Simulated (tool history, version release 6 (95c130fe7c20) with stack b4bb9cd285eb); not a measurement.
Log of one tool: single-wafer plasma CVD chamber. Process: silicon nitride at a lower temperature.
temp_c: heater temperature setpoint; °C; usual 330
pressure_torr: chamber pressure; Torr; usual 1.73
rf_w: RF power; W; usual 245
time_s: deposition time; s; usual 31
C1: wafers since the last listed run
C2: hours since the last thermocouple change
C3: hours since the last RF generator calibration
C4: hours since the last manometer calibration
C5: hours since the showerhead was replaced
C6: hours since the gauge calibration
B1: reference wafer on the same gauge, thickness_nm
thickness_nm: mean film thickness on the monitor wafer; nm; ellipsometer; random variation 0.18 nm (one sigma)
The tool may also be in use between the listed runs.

run 1 hour=0 | temp_c=330 pressure_torr=1.73 rf_w=245 time_s=31 | C1=0 C2=721.6 C3=1523.2 C4=2191.7 C5=6155.2 C6=173.2 | B1=29.409 | thickness_nm=30.223
run 2 hour=57.9 | temp_c=330 pressure_torr=1.73 rf_w=245 time_s=31 | C1=933 C2=779.5 C3=1581.1 C4=2249.6 C5=6213.1 C6=231.1 | B1=29.382 | thickness_nm=30.296
run 3 hour=133 | temp_c=330 pressure_torr=1.73 rf_w=245 time_s=31 | C1=1211 C2=854.6 C3=1656.2 C4=2324.7 C5=6288.2 C6=306.2 | B1=29.431 | thickness_nm=30.164
run 4 hour=183.7 | temp_c=330 pressure_torr=1.73 rf_w=245 time_s=31 | C1=817 C2=905.3 C3=1706.9 C4=2375.4 C5=6338.9 C6=356.9 | B1=29.39 | thickness_nm=30.272
run 5 hour=233.4 | temp_c=330 pressure_torr=1.73 rf_w=245 time_s=31 | C1=801 C2=955 C3=1756.6 C4=2425.1 C5=6388.6 C6=406.6 | B1=29.405 | thickness_nm=30.083
run 6 hour=280.1 | temp_c=330 pressure_torr=1.73 rf_w=245 time_s=28.9 | C1=753 C2=1001.7 C3=1803.3 C4=2471.8 C5=6435.3 C6=453.3 | B1=29.37 | thickness_nm=27.963
run 7 hour=338.9 | temp_c=326 pressure_torr=1.73 rf_w=285 time_s=31 | C1=948 C2=1060.5 C3=1862.1 C4=2530.6 C5=6494.1 C6=512.1 | B1=29.39 | thickness_nm=34.088
run 8 hour=371.5 | temp_c=330 pressure_torr=1.73 rf_w=245 time_s=31 | C1=525 C2=1093.1 C3=1894.7 C4=2563.2 C5=6526.7 C6=544.7 | B1=29.414 | thickness_nm=30.221
-- hour=413.8 capacitance manometer re-zeroed and calibrated
-- hour=444 showerhead replaced
run 9 hour=444.5 | temp_c=318 pressure_torr=1.36 rf_w=215 time_s=31 | C1=919 C2=1166.1 C3=1967.7 C4=30.7 C5=0.5 C6=617.7 | B1=29.404 | thickness_nm=25.106
run 10 hour=500.4 | temp_c=345 pressure_torr=1.85 rf_w=245 time_s=27.7 | C1=901 C2=1222 C3=2023.6 C4=86.6 C5=56.4 C6=673.6 | B1=29.375 | thickness_nm=26.904
-- hour=523 thermocouple changed; heater temperature recalibrated
run 11 hour=571.9 | temp_c=330 pressure_torr=1.73 rf_w=245 time_s=31 | C1=1024 C2=48.9 C3=2095.1 C4=158.1 C5=127.9 C6=745.1 | B1=29.397 | thickness_nm=29.659
-- hour=581.4 RF generator calibrated
run 12 hour=620.7 | temp_c=330 pressure_torr=1.38 rf_w=285 time_s=31 | C1=658 C2=97.7 C3=39.3 C4=206.9 C5=176.7 C6=793.9 | B1=29.392 | thickness_nm=33.309
run 13 hour=650.8 | temp_c=319 pressure_torr=2.15 rf_w=245 time_s=31 | C1=485 C2=127.8 C3=69.4 C4=237 C5=206.8 C6=824 | B1=29.402 | thickness_nm=33.192
-- hour=668.3 gauge calibrated
run 14 hour=692.6 | temp_c=330 pressure_torr=2.02 rf_w=295 time_s=31 | C1=674 C2=169.6 C3=111.2 C4=278.8 C5=248.6 C6=24.3 | B1=29.422 | thickness_nm=37.68
run 15 hour=864.4 | temp_c=330 pressure_torr=1.44 rf_w=245 time_s=31 | C1=2770 C2=341.4 C3=283 C4=450.6 C5=420.4 C6=196.1 | B1=29.425 | thickness_nm=29.87
run 16 hour=929.7 | temp_c=337 pressure_torr=1.73 rf_w=245 time_s=31 | C1=1053 C2=406.7 C3=348.3 C4=515.9 C5=485.7 C6=261.4 | B1=29.399 | thickness_nm=30.876
run 17 hour=1063.9 | temp_c=330 pressure_torr=1.73 rf_w=245 time_s=31 | C1=2164 C2=540.9 C3=482.5 C4=650.1 C5=619.9 C6=395.6 | B1=29.414 | thickness_nm=31.303

What the log doesn't show, run by run:
wafer temperature above the value expected at the setpoint (K): 0 in every run
true pressure above the setpoint (%): 0 in every run
gauge reads high (%): 0 in every run
H1: delivered RF power above the setpoint (%)
run=1 H1=-3.92
run=2 H1=-4.17
run=3 H1=-4.52
run=4 H1=-4.76
run=5 H1=-5.01
run=6 H1=-5.24
run=7 H1=-5.55
run=8 H1=-5.73
run=9 H1=-6.13
run=10 H1=-6.45
run=11 H1=-6.87
run=12 H1=-0.836
run=13 H1=-0.841
run=14 H1=-0.851
run=15 H1=-0.948
run=16 H1=-1.01
run=17 H1=-1.17
